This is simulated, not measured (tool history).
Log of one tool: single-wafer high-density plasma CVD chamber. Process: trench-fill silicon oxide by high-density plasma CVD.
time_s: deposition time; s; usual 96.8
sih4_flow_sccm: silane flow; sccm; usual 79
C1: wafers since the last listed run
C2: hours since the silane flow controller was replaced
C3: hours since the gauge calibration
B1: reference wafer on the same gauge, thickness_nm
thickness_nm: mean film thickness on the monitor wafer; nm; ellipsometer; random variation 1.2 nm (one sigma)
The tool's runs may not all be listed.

run 1 hour=0 | time_s=84.9 sih4_flow_sccm=79 | C1=0 C2=4292.5 C3=117.4 | B1=843.383 | thickness_nm=717.846
run 2 hour=27.8 | time_s=96.8 sih4_flow_sccm=79 | C1=466 C2=4320.3 C3=145.2 | B1=842.728 | thickness_nm=821.743
-- hour=58.5 gauge calibrated
run 3 hour=62.2 | time_s=96.8 sih4_flow_sccm=79 | C1=576 C2=4354.7 C3=3.7 | B1=848.194 | thickness_nm=824.203
run 4 hour=85.5 | time_s=96.8 sih4_flow_sccm=79 | C1=390 C2=4378 C3=27 | B1=847.108 | thickness_nm=823.007
run 5 hour=100.1 | time_s=96.8 sih4_flow_sccm=79 | C1=244 C2=4392.6 C3=41.6 | B1=846.282 | thickness_nm=823.734
run 6 hour=112.6 | time_s=96.8 sih4_flow_sccm=79 | C1=209 C2=4405.1 C3=54.1 | B1=845.985 | thickness_nm=820.798
-- hour=126.7 silane flow controller replaced
run 7 hour=129.9 | time_s=96.8 sih4_flow_sccm=82 | C1=155 C2=3.2 C3=71.4 | B1=845.909 | thickness_nm=846.439
run 8 hour=163.5 | time_s=78.6 sih4_flow_sccm=71 | C1=563 C2=36.8 C3=105 | B1=844.579 | thickness_nm=607.832
run 9 hour=182.6 | time_s=110 sih4_flow_sccm=79 | C1=320 C2=55.9 C3=124.1 | B1=844.022 | thickness_nm=930.728
run 10 hour=211.6 | time_s=96.8 sih4_flow_sccm=79 | C1=486 C2=84.9 C3=153.1 | B1=842.803 | thickness_nm=818.229
run 11 hour=235.2 | time_s=83.9 sih4_flow_sccm=93 | C1=395 C2=108.5 C3=176.7 | B1=841.89 | thickness_nm=813.94
-- hour=250.1 gauge calibrated
run 12 hour=270.2 | time_s=96.8 sih4_flow_sccm=66 | C1=586 C2=143.5 C3=20.1 | B1=848.563 | thickness_nm=709.941
run 13 hour=304.5 | time_s=105.7 sih4_flow_sccm=84 | C1=575 C2=177.8 C3=54.4 | B1=847.324 | thickness_nm=950.095
run 14 hour=318.9 | time_s=103.5 sih4_flow_sccm=79 | C1=241 C2=192.2 C3=68.8 | B1=846.842 | thickness_nm=881.63

Hidden state or all else? Some run-to-run changes of thickness_nm, split into what the settings, what came in and random variation would give without the hidden state, and what is left for the hidden state (with any gauge scatter that isn't in both results):
The hidden state here: delivered silane flow above the setpoint (%); gauge reads high (%).
Run 8 -> 9: time_s 78.6 -> 110, sih4_flow_sccm 71 -> 79. thickness_nm +322.896 nm: hidden state -2.485, all else +325.381.
Run 11 -> 12: time_s 83.9 -> 96.8, sih4_flow_sccm 93 -> 66, gauge calibrated. thickness_nm -103.999 nm: hidden state +6.457, all else -110.456.

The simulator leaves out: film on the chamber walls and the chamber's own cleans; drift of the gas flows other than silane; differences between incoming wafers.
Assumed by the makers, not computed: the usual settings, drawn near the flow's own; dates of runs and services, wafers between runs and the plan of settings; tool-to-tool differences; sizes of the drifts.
